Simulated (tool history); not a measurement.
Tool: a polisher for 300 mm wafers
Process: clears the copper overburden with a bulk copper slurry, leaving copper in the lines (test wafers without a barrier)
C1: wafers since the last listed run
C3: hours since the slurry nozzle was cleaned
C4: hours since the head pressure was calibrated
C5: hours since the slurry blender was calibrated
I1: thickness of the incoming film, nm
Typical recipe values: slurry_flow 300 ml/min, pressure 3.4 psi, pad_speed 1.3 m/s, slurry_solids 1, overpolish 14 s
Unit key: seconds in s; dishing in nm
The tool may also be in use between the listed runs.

Run 1, hour 0: usual settings but pad_speed 1.06 m/s; C1 0; wafers polished on this pad 933; C3 410.2; C4 805.9; C5 53.8; I1 1303.1. Result: seconds 101 s, dishing 68.2 nm.
Run 2, hour 36.2: usual settings but pad_speed 1.06 m/s; C1 424; wafers polished on this pad 1358; C3 446.4; C4 842.1; C5 90; I1 1281.2. Result: seconds 103.2 s, dishing 65.8 nm.
At hour 50: slurry nozzle cleaned.
Run 3, hour 121.9: usual settings; C1 994; wafers polished on this pad 2352; C3 71.9; C4 927.8; C5 175.7; I1 1284.6. Result: seconds 85.6 s, dishing 69.7 nm.
At hour 179.8: head pressure recalibrated.
Run 4, hour 201.1: usual settings; C1 906; wafers polished on this pad 3259; C3 151.1; C4 21.3; C5 254.9; I1 1278.3. Result: seconds 85.2 s, dishing 69.7 nm.
At hour 299: worn pad replaced by a new one.
Run 5, hour 304.9: usual settings but pad_speed 1.02 m/s, slurry_solids 0.9; C1 1171; wafers polished on this pad 68; C3 254.9; C4 125.1; C5 358.7; I1 1287.9. Result: seconds 117.9 s, dishing 64.5 nm.
At hour 349.9: slurry blender recalibrated.
Run 6, hour 371.1: usual settings but pad_speed 1.02 m/s, slurry_solids 0.9; C1 753; wafers polished on this pad 822; C3 321.1; C4 191.3; C5 21.2; I1 1281.7. Result: seconds 122.5 s, dishing 64.9 nm.
Run 7, hour 477.6: usual settings; C1 1250; wafers polished on this pad 2072; C3 427.6; C4 297.8; C5 127.7; I1 1312.4. Result: seconds 93.1 s, dishing 67.6 nm.
At hour 507.7: slurry nozzle cleaned.
Run 8, hour 515.9: usual settings; C1 437; wafers polished on this pad 2510; C3 8.2; C4 336.1; C5 166; I1 1280.6. Result: seconds 92.2 s, dishing 68 nm.
Run 9, hour 618.3: usual settings; C1 1201; wafers polished on this pad 3712; C3 110.6; C4 438.5; C5 268.4; I1 1282.7. Result: seconds 97.9 s, dishing 69.2 nm.
At hour 635.9: worn pad replaced by a new one, repeated, since the last time left the tool worse.
Run 10, hour 674.2: usual settings; C1 609; wafers polished on this pad 449; C3 166.5; C4 494.4; C5 324.3; I1 1314.1. Result: seconds 86 s, dishing 70.5 nm.
Run 11, hour 715.6: usual settings; C1 485; wafers polished on this pad 935; C3 207.9; C4 535.8; C5 365.7; I1 1299.4. Result: seconds 83.3 s, dishing 69.6 nm.
Run 12, hour 792.4: usual settings but pressure 4 psi; C1 901; wafers polished on this pad 1836; C3 284.7; C4 612.6; C5 442.5; I1 1299.2. Result: seconds 72.8 s, dishing 74 nm.
At hour 799.5: slurry blender recalibrated.
Run 13, hour 846.9: usual settings but slurry_flow 255 ml/min, pad_speed 1.58 m/s; C1 616; wafers polished on this pad 2452; C3 339.2; C4 667.1; C5 47.4; I1 1308.4. Result: seconds 75.1 s, dishing 70.9 nm.
Run 14, hour 891.9: usual settings but slurry_flow 265 ml/min, slurry_solids 1.1; C1 528; wafers polished on this pad 2980; C3 384.2; C4 712.1; C5 92.4; I1 1285.8. Result: seconds 82.7 s, dishing 71.2 nm.
At hour 951.5: slurry nozzle cleaned.
Run 15, hour 952: usual settings but overpolish 21 s; C1 693; wafers polished on this pad 3674; C3 0.5; C4 772.2; C5 152.5; I1 1285.4. Result: seconds 87.1 s, dishing 72.2 nm.
At hour 1002.9: worn pad replaced by a new one.
Run 16, hour 1025.6: usual settings but pressure 2.7 psi, slurry_solids 0.75; C1 816; wafers polished on this pad 266; C3 74.1; C4 845.8; C5 226.1; I1 1292. Result: seconds 105.2 s, dishing 65.3 nm.
Run 17, hour 1171.3: usual settings; C1 1710; wafers polished on this pad 1977; C3 219.8; C4 991.5; C5 371.8; I1 1305.5. Result: seconds 90.3 s, dishing 69.3 nm.
At hour 1218.8: slurry blender recalibrated.
Run 18, hour 1220.3: usual settings but pad_speed 1.06 m/s; C1 551; wafers polished on this pad 2528; C3 268.8; C4 1040.5; C5 1.5; I1 1314.7. Result: seconds 107.7 s, dishing 65.2 nm.
Run 19, hour 1296.1: usual settings but slurry_solids 1.15, overpolish 6 s; C1 889; wafers polished on this pad 3418; C3 344.6; C4 1116.3; C5 77.3; I1 1287.4. Result: seconds 83.3 s, dishing 50.6 nm.
At hour 1321.4: slurry nozzle cleaned.
At hour 1341.9: head pressure recalibrated.
Run 20, hour 1357.9: usual settings; C1 690; wafers polished on this pad 4108; C3 36.5; C4 16; C5 139.1; I1 1274.4. Result: seconds 84.5 s, dishing 68.5 nm.
Run 21, hour 1433.5: usual settings; C1 887; wafers polished on this pad 4996; C3 112.1; C4 91.6; C5 214.7; I1 1276.5. Result: seconds 87.5 s, dishing 69.9 nm.
At hour 1479.3: worn pad replaced by a new one.
Run 22, hour 1491.2: usual settings but pad_speed 1.48 m/s, slurry_solids 0.8; C1 630; wafers polished on this pad 139; C3 169.8; C4 149.3; C5 272.4; I1 1303.2. Result: seconds 77 s, dishing 70.8 nm.
Run 23, hour 1528: usual settings but slurry_solids 0.9; C1 431; wafers polished on this pad 571; C3 206.6; C4 186.1; C5 309.2; I1 1288.9. Result: seconds 82.5 s, dishing 70.1 nm.
Run 24, hour 1565.1: usual settings but pad_speed 0.96 m/s; C1 435; wafers polished on this pad 1007; C3 243.7; C4 223.2; C5 346.3; I1 1263.4. Result: seconds 112 s, dishing 64.2 nm.
At hour 1630.4: slurry blender recalibrated.
Run 25, hour 1644.1: usual settings but pressure 4 psi; C1 903; wafers polished on this pad 1910; C3 322.7; C4 302.2; C5 13.7; I1 1311.2. Result: seconds 73.7 s, dishing 71.7 nm.
At hour 1705.2: slurry nozzle cleaned.
Run 26, hour 1705.7: usual settings but pad_speed 1.02 m/s, slurry_solids 0.9; C1 711; wafers polished on this pad 2622; C3 0.5; C4 363.8; C5 75.3; I1 1263.5. Result: seconds 109.6 s, dishing 66.2 nm.
Run 27, hour 1935.5: usual settings but pad_speed 1.04 m/s, overpolish 7 s; C1 2697; wafers polished on this pad 5319; C3 230.3; C4 593.6; C5 305.1; I1 1290.8. Result: seconds 107.2 s, dishing 47.2 nm.

Each row is a separate what-if for the run after 27, all from the same tool condition, not one after another. Results?
Run A, hour 1935.9: usual settings but pad_speed 1.72 m/s; C1 4; wafers polished on this pad 5324; C3 230.7; C4 594; C5 305.5; I1 1300.7. Result: seconds ?, dishing ?.
Run B, hour 1935.9: usual settings but slurry_flow 400 ml/min, pressure 2.3 psi, overpolish 20 s; C1 4; wafers polished on this pad 5324; C3 230.7; C4 594; C5 305.5; I1 1300.7. Result: seconds ?, dishing ?.
Run C, hour 1935.9: usual settings but slurry_solids 1.2, overpolish 9 s; C1 4; wafers polished on this pad 5324; C3 230.7; C4 594; C5 305.5; I1 1300.7. Result: seconds ?, dishing ?.
Run D, hour 1935.9: usual settings but slurry_flow 390 ml/min, slurry_solids 0.8, overpolish 20 s; C1 4; wafers polished on this pad 5324; C3 230.7; C4 594; C5 305.5; I1 1300.7. Result: seconds ?, dishing ?.
Run E, hour 1935.9: usual settings but slurry_flow 365 ml/min, pad_speed 1.14 m/s; C1 4; wafers polished on this pad 5324; C3 230.7; C4 594; C5 305.5; I1 1300.7. Result: seconds ?, dishing ?.

run  seconds  dishing
  A     67.3       74
  B    128.4     65.5
  C     86.4     62.7
  D       90     74.5
  E     99.8     68.9
Stripped of hidden state, with their random variation kept, the same runs would have yielded:
run  seconds  dishing
  A     62.6     74.6
  B    119.4     66.3
  C     80.3     64.4
  D     83.7       75
  E     92.8     70.1

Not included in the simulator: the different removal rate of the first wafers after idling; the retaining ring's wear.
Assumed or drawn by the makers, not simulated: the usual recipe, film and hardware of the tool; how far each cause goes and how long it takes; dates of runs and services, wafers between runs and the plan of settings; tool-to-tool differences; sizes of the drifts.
